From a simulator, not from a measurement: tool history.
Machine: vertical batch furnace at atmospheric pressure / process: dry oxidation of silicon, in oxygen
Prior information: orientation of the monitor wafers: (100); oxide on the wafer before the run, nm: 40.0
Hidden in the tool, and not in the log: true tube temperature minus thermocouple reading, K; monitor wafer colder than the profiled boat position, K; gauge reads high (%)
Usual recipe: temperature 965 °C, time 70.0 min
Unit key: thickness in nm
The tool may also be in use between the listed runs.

run    hour  temperature  time  wafers since the last listed run  hours since the last temperature calibration  hours since the boat lift was adjusted  hours since the gauge calibration  read-back reference wafer on the same gauge, thickness  thickness
  1     0.0          965  70.0                                 0                                        2067.6                                  4771.0                             1338.2                                                   70.91      63.83
  2    35.1          965  70.0                               439                                        2102.7                                  4806.1                             1373.3                                                   70.90      63.80
  3   119.2          946  62.0                              1052                                        2186.8                                  4890.2                             1457.4                                                   70.89      57.11
  4   146.6          946  62.0                               342                                        2214.2                                  4917.6                             1484.8                                                   70.89      57.02
  5   200.3          984  70.0                               671                                        2267.9                                  4971.3                             1538.5                                                   70.88      68.78
  6   254.0          984  70.0                               671                                        2321.6                                  5025.0                             1592.2                                                   70.92      68.69
  7   342.0          984  70.0                              1100                                        2409.6                                  5113.0                             1680.2                                                   70.88      68.78
  8   394.3          965  70.0                               654                                        2461.9                                  5165.3                             1732.5                                                   70.90      63.86
  9   435.2          965  70.0                               511                                        2502.8                                  5206.2                             1773.4                                                   70.92      64.00
 10   498.3          965  70.0                               789                                        2565.9                                  5269.3                             1836.5                                                   70.89      64.02
 11   546.4          965  58.0                               601                                        2614.0                                  5317.4                             1884.6                                                   70.90      59.88
      565.9  -- gauge calibrated
 12   579.8          965  58.0                               417                                        2647.4                                  5350.8                               13.9                                                   70.88      59.94
 13   620.8          965  70.0                               512                                        2688.4                                  5391.8                               54.9                                                   70.91      64.08
 14   692.4          965  93.5                               895                                        2760.0                                  5463.4                              126.5                                                   70.89      71.45
 15   763.2          956  80.0                               885                                        2830.8                                  5534.2                              197.3                                                   70.89      64.79
 16   828.7          956  80.0                               819                                        2896.3                                  5599.7                              262.8                                                   70.93      64.97
 17   863.7          965  70.0                               437                                        2931.3                                  5634.7                              297.8                                                   70.89      64.16
 18   923.2          951  70.0                               744                                        2990.8                                  5694.2                              357.3                                                   70.89      60.80
 19   952.1          946  41.0                               361                                        3019.7                                  5723.1                              386.2                                                   70.93      51.37
 20  1018.8          965  70.0                               834                                        3086.4                                  5789.8                              452.9                                                   70.90      64.15
 21  1072.0          953  70.0                               665                                        3139.6                                  5843.0                              506.1                                                   70.89      61.43
     1133.8  -- boat lift adjusted
 22  1135.5          979  82.5                               494                                        3203.1                                     1.7                              569.6                                                   70.89      72.29
 23  1196.2          965  70.0                               759                                        3263.8                                    62.4                              630.3                                                   70.92      63.97
 24  1222.3          952  47.5                               326                                        3289.9                                    88.5                              656.4                                                   70.90      54.28
 25  1294.0          976  89.5                               897                                        3361.6                                   160.2                              728.1                                                   70.92      73.49
 26  1351.1          957  86.0                               714                                        3418.7                                   217.3                              785.2                                                   70.88      67.17
     1390.4  -- thermocouples replaced and temperature profile calibrated
 27  1390.9          965  70.0                               197                                           0.5                                   257.1                              825.0                                                   70.89      63.22
 28  1410.9          965  70.0                               250                                          20.5                                   277.1                              845.0                                                   70.89      63.03
 29  1470.8          976  55.5                               749                                          80.4                                   337.0                              904.9                                                   70.93      60.61
 30  1522.9          952  47.5                               651                                         132.5                                   389.1                              957.0                                                   70.93      53.75
 31  1569.7          965  59.5                               585                                         179.3                                   435.9                             1003.8                                                   70.89      59.92
 32  1637.8          965  70.0                               852                                         247.4                                   504.0                             1071.9                                                   70.88      63.31
 33  1694.9          989  46.0                               714                                         304.5                                   561.1                             1129.0                                                   70.88      59.61
 34  1729.8          953  43.5                               436                                         339.4                                   596.0                             1163.9                                                   70.90      52.53
 35  1830.9          965  70.0                              1264                                         440.5                                   697.1                             1265.0                                                   70.90      63.24
 36  1860.7          956  99.0                               372                                         470.3                                   726.9                             1294.8                                                   70.91      69.51
 37  1915.1          946  62.0                               680                                         524.7                                   781.3                             1349.2                                                   70.88      56.79
 38  1943.2          955  58.0                               351                                         552.8                                   809.4                             1377.3                                                   70.88      57.56

Take each entry between the runs: how does the hidden state at the last listed run before it differ from the hidden state at the first listed run after it?
Run 11 -> run 12: gauge calibrated (hour 565.9)
  true tube temperature minus thermocouple reading, K: 3.35 -> 3.39
  measured value less the no-hidden-state value, thickness: +0.64 -> +0.65 nm
Run 21 -> run 22: boat lift adjusted (hour 1133.8)
  true tube temperature minus thermocouple reading, K: 3.99 -> 4.07
  measured value less the no-hidden-state value, thickness: +0.95 -> +1.28 nm
Run 26 -> run 27: thermocouples replaced and temperature profile calibrated (hour 1390.4)
  true tube temperature minus thermocouple reading, K: 4.34 -> 0.199
  measured value less the no-hidden-state value, thickness: +1.22 -> +0.05 nm
